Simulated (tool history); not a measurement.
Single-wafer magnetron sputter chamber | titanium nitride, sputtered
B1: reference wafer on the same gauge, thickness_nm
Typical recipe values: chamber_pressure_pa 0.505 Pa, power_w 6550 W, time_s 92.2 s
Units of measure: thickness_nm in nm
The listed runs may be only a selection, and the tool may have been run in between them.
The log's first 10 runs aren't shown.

Run 11, day 27.346: usual settings; B1 132.909. Result: thickness_nm 111.581 nm.
Run 12, day 29.792: usual settings but power_w 7300 W; B1 133.025. Result: thickness_nm 123.503 nm.
At day 32.229: gauge calibrated.
Run 13, day 32.608: usual settings but power_w 7300 W; B1 132.951. Result: thickness_nm 123.285 nm.
Run 14, day 34.079: usual settings but chamber_pressure_pa 0.394 Pa; B1 132.925. Result: thickness_nm 119.221 nm.
Run 15, day 36.750: usual settings but chamber_pressure_pa 0.394 Pa; B1 132.913. Result: thickness_nm 119.362 nm.
At day 38.388: sputter target and shields replaced.
Run 16, day 38.592: usual settings but power_w 7700 W; B1 132.917. Result: thickness_nm 131.562 nm.
Run 17, day 45.354: usual settings; B1 132.851. Result: thickness_nm 112.984 nm.
At day 46.158: magnet pack replaced.
Run 18, day 47.183: usual settings but chamber_pressure_pa 0.426 Pa, power_w 5400 W, time_s 103.2 s; B1 132.811. Result: thickness_nm 111.471 nm.
Run 19, day 49.400: usual settings but time_s 103.0 s; B1 133.283. Result: thickness_nm 124.458 nm.
Run 20, day 52.142: usual settings; B1 132.871. Result: thickness_nm 111.816 nm.
Run 21, day 53.354: usual settings but chamber_pressure_pa 0.636 Pa; B1 133.116. Result: thickness_nm 104.186 nm.
Run 22, day 54.454: usual settings but chamber_pressure_pa 0.602 Pa, time_s 80.6 s; B1 132.940. Result: thickness_nm 92.881 nm.
At day 57.817: sputter target and shields replaced.
Run 23, day 57.838: usual settings; B1 133.137. Result: thickness_nm 113.318 nm.
At day 58.762: capacitance manometer re-zeroed and calibrated.
Run 24, day 58.783: usual settings but chamber_pressure_pa 0.657 Pa, power_w 7650 W, time_s 110.4 s; B1 132.941. Result: thickness_nm 141.252 nm.
Run 25, day 62.821: usual settings but chamber_pressure_pa 0.388 Pa, power_w 5750 W, time_s 85.0 s; B1 132.831. Result: thickness_nm 99.684 nm.
Run 26, day 63.921: usual settings but power_w 5050 W; B1 132.879. Result: thickness_nm 90.945 nm.
Run 27, day 70.225: usual settings but chamber_pressure_pa 0.604 Pa, power_w 5000 W, time_s 99.4 s; B1 133.104. Result: thickness_nm 91.285 nm.
Run 28, day 71.521: usual settings but chamber_pressure_pa 0.644 Pa, power_w 6050 W; B1 132.977. Result: thickness_nm 96.949 nm.
Run 29, day 73.779: usual settings but chamber_pressure_pa 0.639 Pa, time_s 104.6 s; B1 133.304. Result: thickness_nm 117.138 nm.
Run 30, day 76.538: usual settings; B1 133.149. Result: thickness_nm 111.425 nm.
At day 77.150: sputter target and shields replaced.
Run 31, day 77.562: usual settings but power_w 7000 W, time_s 109.1 s; B1 133.301. Result: thickness_nm 142.012 nm.
Run 32, day 78.667: usual settings but chamber_pressure_pa 0.644 Pa, power_w 6050 W; B1 132.787. Result: thickness_nm 97.677 nm.
Run 33, day 81.250: usual settings but power_w 7200 W, time_s 83.0 s; B1 132.933. Result: thickness_nm 110.382 nm.
Run 34, day 83.275: usual settings but chamber_pressure_pa 0.449 Pa; B1 133.063. Result: thickness_nm 117.816 nm.

Alternative continuations, all from the tool just after run 34; predict every row:
Run A, day 83.292: usual settings but chamber_pressure_pa 0.319 Pa; B1 ?. Result: thickness_nm ?.
Run B, day 83.292: usual settings but chamber_pressure_pa 0.606 Pa, power_w 6100 W, time_s 81.8 s; B1 ?. Result: thickness_nm ?.
Run C, day 83.292: usual settings but chamber_pressure_pa 0.349 Pa, power_w 5200 W; B1 ?. Result: thickness_nm ?.

run       B1  thickness_nm
  A  132.891       126.912
  B  132.891        88.801
  C  132.891       102.327
Stripped of hidden state, with their random variation kept, the same runs would have yielded:
run  thickness_nm
  A       127.707
  B        89.357
  C       102.968
